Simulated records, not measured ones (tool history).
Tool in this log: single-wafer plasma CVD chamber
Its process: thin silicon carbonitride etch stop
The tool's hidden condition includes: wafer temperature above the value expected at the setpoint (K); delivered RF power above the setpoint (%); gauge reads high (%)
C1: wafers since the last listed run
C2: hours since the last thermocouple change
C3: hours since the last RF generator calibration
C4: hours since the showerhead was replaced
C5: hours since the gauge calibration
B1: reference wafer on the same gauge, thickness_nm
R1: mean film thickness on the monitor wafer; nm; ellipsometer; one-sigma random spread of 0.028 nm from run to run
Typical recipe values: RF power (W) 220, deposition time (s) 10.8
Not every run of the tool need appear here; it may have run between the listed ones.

{"run": 1, "hour": 0.0, "RF power (W)": 250, "deposition time (s)": 10.8, "C1": 0, "C2": 2496.9, "C3": 1409.6, "C4": 5699.4, "C5": 286.8, "B1": 5.965, "R1": 6.981}
{"run": 2, "hour": 65.1, "RF power (W)": 220, "deposition time (s)": 10.8, "C1": 2773, "C2": 2562, "C3": 1474.7, "C4": 5764.5, "C5": 351.9, "B1": 5.964, "R1": 6.604}
{"run": 3, "hour": 117.0, "RF power (W)": 220, "deposition time (s)": 10.8, "C1": 2211, "C2": 2613.9, "C3": 1526.6, "C4": 5816.4, "C5": 403.8, "B1": 5.967, "R1": 6.687}
{"run": 4, "hour": 194.1, "RF power (W)": 220, "deposition time (s)": 10, "C1": 3284, "C2": 2691, "C3": 1603.7, "C4": 5893.5, "C5": 480.9, "B1": 5.953, "R1": 6.15}
{"run": 5, "hour": 271.5, "RF power (W)": 220, "deposition time (s)": 10, "C1": 3297, "C2": 2768.4, "C3": 1681.1, "C4": 5970.9, "C5": 558.3, "B1": 5.957, "R1": 6.173}
{"run": 6, "hour": 343.9, "RF power (W)": 220, "deposition time (s)": 10.8, "C1": 3084, "C2": 2840.8, "C3": 1753.5, "C4": 6043.3, "C5": 630.7, "B1": 5.957, "R1": 6.587}
{"run": 7, "hour": 433.9, "RF power (W)": 220, "deposition time (s)": 10.8, "C1": 3834, "C2": 2930.8, "C3": 1843.5, "C4": 6133.3, "C5": 720.7, "B1": 5.956, "R1": 6.647}
{"hour": 471.2, "done": "gauge calibrated"}
{"run": 8, "hour": 488.1, "RF power (W)": 220, "deposition time (s)": 10.8, "C1": 2309, "C2": 2985, "C3": 1897.7, "C4": 6187.5, "C5": 16.9, "B1": 5.962, "R1": 6.701}
{"run": 9, "hour": 561.4, "RF power (W)": 220, "deposition time (s)": 10.8, "C1": 3122, "C2": 3058.3, "C3": 1971, "C4": 6260.8, "C5": 90.2, "B1": 5.962, "R1": 6.644}
{"hour": 616.1, "done": "thermocouple changed; heater temperature recalibrated"}
{"hour": 642.8, "done": "showerhead replaced"}
{"run": 10, "hour": 643.3, "RF power (W)": 205, "deposition time (s)": 12.3, "C1": 2807, "C2": 27.2, "C3": 2052.9, "C4": 0.5, "C5": 172.1, "B1": 5.96, "R1": 7.378}
{"run": 11, "hour": 714.9, "RF power (W)": 220, "deposition time (s)": 10.8, "C1": 3050, "C2": 98.8, "C3": 2124.5, "C4": 72.1, "C5": 243.7, "B1": 5.957, "R1": 6.651}
{"hour": 775.2, "done": "RF generator calibrated"}
{"run": 12, "hour": 809.3, "RF power (W)": 205, "deposition time (s)": 8.7, "C1": 3680, "C2": 193.2, "C3": 34.1, "C4": 166.5, "C5": 338.1, "B1": 5.961, "R1": 5.325}
{"run": 13, "hour": 862.0, "RF power (W)": 205, "deposition time (s)": 8.9, "C1": 2245, "C2": 245.9, "C3": 86.8, "C4": 219.2, "C5": 390.8, "B1": 5.964, "R1": 5.413}
{"run": 14, "hour": 937.6, "RF power (W)": 190, "deposition time (s)": 10.8, "C1": 3220, "C2": 321.5, "C3": 162.4, "C4": 294.8, "C5": 466.4, "B1": 5.961, "R1": 6.401}
{"run": 15, "hour": 1010.1, "RF power (W)": 245, "deposition time (s)": 10, "C1": 3088, "C2": 394, "C3": 234.9, "C4": 367.3, "C5": 538.9, "B1": 5.959, "R1": 6.506}
{"run": 16, "hour": 1094.6, "RF power (W)": 185, "deposition time (s)": 12.4, "C1": 3599, "C2": 478.5, "C3": 319.4, "C4": 451.8, "C5": 623.4, "B1": 5.958, "R1": 7.266}
{"run": 17, "hour": 1183.8, "RF power (W)": 185, "deposition time (s)": 10.1, "C1": 3800, "C2": 567.7, "C3": 408.6, "C4": 541, "C5": 712.6, "B1": 5.963, "R1": 5.863}
{"hour": 1237.6, "done": "gauge calibrated"}
{"run": 18, "hour": 1279.9, "RF power (W)": 220, "deposition time (s)": 10.8, "C1": 4094, "C2": 663.8, "C3": 504.7, "C4": 637.1, "C5": 42.3, "B1": 5.956, "R1": 6.726}
{"run": 19, "hour": 1386.6, "RF power (W)": 220, "deposition time (s)": 10.8, "C1": 4545, "C2": 770.5, "C3": 611.4, "C4": 743.8, "C5": 149, "B1": 5.962, "R1": 6.688}

Subtracting, for every run, the result it would have given without the tool's unlogged condition from the measured result gives the following. The same run-to-run variation enters both numbers; the gauge's scatter may not:
run=1 R1=-0.169
run=2 R1=-0.162
run=3 R1=-0.165
run=4 R1=-0.154
run=5 R1=-0.156
run=6 R1=-0.168
run=7 R1=-0.172
run=8 R1=-0.173
run=9 R1=-0.174
run=10 R1=-0.194
run=11 R1=-0.176
run=12 R1=-0.018
run=13 R1=-0.028
run=14 R1=-0.049
run=15 R1=-0.063
run=16 R1=-0.086
run=17 R1=-0.082
run=18 R1=-0.107
run=19 R1=-0.118

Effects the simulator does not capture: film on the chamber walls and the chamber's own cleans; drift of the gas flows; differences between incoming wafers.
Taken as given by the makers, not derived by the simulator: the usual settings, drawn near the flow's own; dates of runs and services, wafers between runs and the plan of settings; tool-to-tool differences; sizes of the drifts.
